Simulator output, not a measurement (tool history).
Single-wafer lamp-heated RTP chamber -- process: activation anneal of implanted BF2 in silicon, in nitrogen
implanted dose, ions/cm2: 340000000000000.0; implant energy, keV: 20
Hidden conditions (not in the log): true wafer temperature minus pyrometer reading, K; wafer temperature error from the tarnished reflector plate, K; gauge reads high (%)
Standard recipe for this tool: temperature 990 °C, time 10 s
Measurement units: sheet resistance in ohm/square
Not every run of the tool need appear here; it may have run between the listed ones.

run	hour	temperature	time	wafers since the last listed run	wafers since the last pyrometer calibration	wafers since the reflector plate was cleaned	hours since the gauge calibration	read-back reference wafer on the same gauge, sheet resistance	sheet resistance
1	0.0	969	10	0	2128	282	255.6	402.01	374.34
# hour 2.1: pyrometer window cleaned and pyrometer calibrated
2	26.2	990	6	283	283	566	281.8	401.95	369.20
3	47.6	990	6	251	534	817	303.2	402.07	368.46
4	61.2	990	6	159	693	976	316.8	401.91	367.69
5	90.1	990	10	339	1032	1315	345.7	402.00	364.55
6	122.6	990	10	381	1414	1697	378.2	401.89	365.19
7	140.0	973	14	204	1618	1901	395.6	401.79	369.38
8	168.6	973	14	335	1953	2236	424.2	402.04	367.96
# hour 200.0: pyrometer window cleaned and pyrometer calibrated
9	200.5	1006	10	280	5	2517	456.1	401.94	363.83
10	225.8	1006	10	296	302	2814	481.4	402.01	362.82
11	256.3	1008	13	357	660	3171	511.9	401.95	362.85
12	272.6	1008	13	191	851	3363	528.2	401.99	362.78
13	307.3	990	10	407	1258	3770	562.9	402.05	365.71
14	322.2	990	10	174	1433	3945	577.8	402.01	365.05
15	344.6	990	10	262	1696	4207	600.2	401.89	365.01
16	358.0	990	10	157	1853	4365	613.6	401.93	364.67
17	371.5	990	8	158	2011	4523	627.1	401.85	365.52
18	392.8	1018	4	249	2261	4773	648.4	402.11	366.66
# hour 412.5: pyrometer window cleaned and pyrometer calibrated
19	420.5	990	10	231	94	5004	676.1	401.98	367.12
20	440.3	990	10	232	326	5236	695.9	402.12	366.16
21	466.9	990	10	312	638	5549	722.5	401.99	365.78
# hour 499.6: reflector plate cleaned
22	502.8	990	15	327	966	37	758.4	402.14	363.54
# hour 519.1: gauge calibrated
23	520.7	977	16	210	1176	247	1.6	401.97	365.25
24	547.2	982	5	310	1487	557	28.1	402.02	369.73
25	569.5	970	13	261	1748	819	50.4	401.91	369.78
26	585.9	1009	10	192	1941	1012	66.8	402.07	363.49
27	607.4	990	14	252	2193	1264	88.3	401.95	363.56
# hour 627.1: pyrometer window cleaned and pyrometer calibrated
28	634.4	981	5	222	86	1487	115.3	401.98	376.12
29	662.9	990	5	334	420	1821	143.8	402.04	369.24
30	684.0	976	13	247	668	2069	164.9	402.01	369.87
31	700.8	966	10	197	865	2266	181.7	402.04	380.34
32	731.9	974	10	364	1230	2631	212.8	401.99	371.44
33	759.3	978	14	321	1551	2952	240.2	401.75	365.19
34	795.1	1000	4	420	1971	3372	276.0	401.96	365.62

Branching from run 34: 3 alternative next runs. What would each branch give?
A	795.5	990	10	4	1976	3377	276.4	?	?
B	795.5	1008	6	4	1976	3377	276.4	?	?
C	795.5	1011	14	4	1976	3377	276.4	?	?

run	read-back reference wafer on the same gauge, sheet resistance	sheet resistance
A	402.07	365.68
B	402.07	366.16
C	402.07	361.96
Without the tool's hidden state the same runs would have given:
run	sheet resistance
A	369.33
B	367.03
C	363.03
